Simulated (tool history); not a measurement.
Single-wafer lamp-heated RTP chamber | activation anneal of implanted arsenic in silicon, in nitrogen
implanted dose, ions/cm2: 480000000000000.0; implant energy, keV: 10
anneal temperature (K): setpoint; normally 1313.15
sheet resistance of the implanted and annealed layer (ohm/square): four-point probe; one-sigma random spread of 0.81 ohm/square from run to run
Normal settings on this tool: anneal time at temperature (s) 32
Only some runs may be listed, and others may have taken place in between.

| run | hour | anneal temperature (K) | anneal time at temperature (s) | wafers since the last listed run | wafers since the last pyrometer calibration | wafers since the reflector plate was cleaned | hours since the gauge calibration | read-back reference wafer on the same gauge, sheet resistance | sheet resistance of the implanted and annealed layer (ohm/square) |
|---|---|---|---|---|---|---|---|---|---|
| 1 | 0.0 | 1313.15 | 32 | 0 | 7810 | 5861 | 4064.5 | 199.02 | 212.60 |
| 2 | 61.3 | 1313.15 | 36 | 795 | 8606 | 6657 | 4125.8 | 198.99 | 209.71 |
| 3 | 100.4 | 1313.15 | 32 | 507 | 9113 | 7164 | 4164.9 | 199.02 | 209.52 |
| 4 | 136.7 | 1313.15 | 32 | 471 | 9584 | 7635 | 4201.2 | 199.09 | 210.05 |
|  | 157.8 | pyrometer window cleaned and pyrometer calibrated |
| 5 | 205.0 | 1313.15 | 32 | 782 | 612 | 8418 | 4269.5 | 198.90 | 214.70 |
|  | 238.5 | reflector plate cleaned |
|  | 285.7 | gauge calibrated |
| 6 | 286.6 | 1313.15 | 32 | 954 | 1567 | 624 | 0.9 | 198.86 | 214.21 |
| 7 | 329.8 | 1313.15 | 32 | 560 | 2128 | 1184 | 44.1 | 198.92 | 214.17 |
| 8 | 430.8 | 1294.15 | 32 | 1310 | 3438 | 2495 | 145.1 | 199.12 | 219.97 |
| 9 | 484.1 | 1294.15 | 32 | 691 | 4130 | 3186 | 198.4 | 199.31 | 219.59 |
| 10 | 568.3 | 1336.15 | 32 | 1092 | 5222 | 4279 | 282.6 | 198.89 | 204.39 |
| 11 | 627.1 | 1313.15 | 32 | 762 | 5985 | 5042 | 341.4 | 198.98 | 211.52 |
| 12 | 822.1 | 1313.15 | 32 | 2530 | 8516 | 7572 | 536.4 | 199.02 | 211.54 |
| 13 | 862.6 | 1313.15 | 32 | 525 | 9041 | 8097 | 576.9 | 199.06 | 211.52 |
| 14 | 902.4 | 1313.15 | 32 | 516 | 9558 | 8614 | 616.7 | 198.93 | 209.93 |
| 15 | 952.5 | 1284.15 | 42 | 650 | 10208 | 9264 | 666.8 | 199.04 | 214.81 |
|  | 980.1 | reflector plate cleaned |
|  | 1007.0 | pyrometer window cleaned and pyrometer calibrated |
| 16 | 1021.0 | 1313.15 | 23 | 681 | 181 | 426 | 735.3 | 199.10 | 219.84 |
| 17 | 1112.5 | 1292.15 | 14 | 1187 | 1368 | 1613 | 826.8 | 199.05 | 231.94 |
| 18 | 1184.7 | 1313.15 | 47 | 936 | 2305 | 2550 | 899.0 | 199.11 | 207.32 |
| 19 | 1266.6 | 1313.15 | 32 | 1062 | 3367 | 3613 | 980.9 | 198.90 | 212.42 |
| 20 | 1340.8 | 1305.15 | 22 | 962 | 4330 | 4576 | 1055.1 | 199.08 | 221.34 |
| 21 | 1448.4 | 1303.15 | 25 | 1396 | 5726 | 5972 | 1162.7 | 198.87 | 218.70 |
| 22 | 1538.9 | 1292.15 | 41 | 1174 | 6901 | 7146 | 1253.2 | 199.14 | 216.00 |
| 23 | 1646.0 | 1323.15 | 19 | 1389 | 8290 | 8536 | 1360.3 | 199.05 | 215.61 |
| 24 | 1738.3 | 1313.15 | 32 | 1197 | 9488 | 9734 | 1452.6 | 198.96 | 211.66 |
|  | 1775.3 | pyrometer window cleaned and pyrometer calibrated |
|  | 1805.8 | reflector plate cleaned |
| 25 | 1829.1 | 1292.15 | 46 | 970 | 594 | 302 | 1543.4 | 199.10 | 216.63 |
| 26 | 1893.1 | 1313.15 | 32 | 830 | 1425 | 1132 | 1607.4 | 199.23 | 213.64 |
| 27 | 1944.3 | 1313.15 | 32 | 664 | 2089 | 1797 | 1658.6 | 199.02 | 212.11 |
| 28 | 1981.8 | 1337.15 | 32 | 486 | 2576 | 2283 | 1696.1 | 199.20 | 204.56 |
| 29 | 2023.3 | 1313.15 | 45 | 538 | 3114 | 2822 | 1737.6 | 199.14 | 209.08 |
| 30 | 2120.1 | 1337.15 | 21 | 1256 | 4370 | 4078 | 1834.4 | 198.95 | 210.72 |
| 31 | 2167.2 | 1313.15 | 32 | 611 | 4981 | 4689 | 1881.5 | 198.88 | 212.75 |
| 32 | 2257.5 | 1313.15 | 48 | 1171 | 6153 | 5861 | 1971.8 | 199.01 | 207.01 |
| 33 | 2365.3 | 1330.15 | 32 | 1398 | 7552 | 7259 | 2079.6 | 199.15 | 205.05 |
| 34 | 2418.6 | 1313.15 | 39 | 691 | 8243 | 7951 | 2132.9 | 198.93 | 208.12 |
|  | 2477.6 | reflector plate cleaned |
| 35 | 2501.5 | 1337.15 | 21 | 971 | 9215 | 310 | 2215.8 | 199.15 | 208.30 |
|  | 2551.1 | pyrometer window cleaned and pyrometer calibrated |
| 36 | 2606.9 | 1301.15 | 50 | 1263 | 723 | 1574 | 2321.2 | 198.99 | 212.77 |
| 37 | 2666.3 | 1285.15 | 45 | 770 | 1494 | 2345 | 2380.6 | 198.95 | 217.17 |

What if the next run were any one of these 3? Each begins from the tool's condition after run 37:
| A | 2666.7 | 1313.15 | 41 | 5 | 1499 | 2350 | 2381.0 | ? | ? |
| B | 2666.7 | 1330.15 | 16 | 5 | 1499 | 2350 | 2381.0 | ? | ? |
| C | 2666.7 | 1301.15 | 15 | 5 | 1499 | 2350 | 2381.0 | ? | ? |

| run | read-back reference wafer on the same gauge, sheet resistance | sheet resistance of the implanted and annealed layer (ohm/square) |
|---|---|---|
| A | 199.06 | 210.96 |
| B | 199.06 | 219.20 |
| C | 199.06 | 228.84 |
With the hidden condition removed and each run's random variation left untouched, the same runs would have given:
| run | sheet resistance of the implanted and annealed layer (ohm/square) |
|---|---|
| A | 211.87 |
| B | 220.04 |
| C | 229.55 |

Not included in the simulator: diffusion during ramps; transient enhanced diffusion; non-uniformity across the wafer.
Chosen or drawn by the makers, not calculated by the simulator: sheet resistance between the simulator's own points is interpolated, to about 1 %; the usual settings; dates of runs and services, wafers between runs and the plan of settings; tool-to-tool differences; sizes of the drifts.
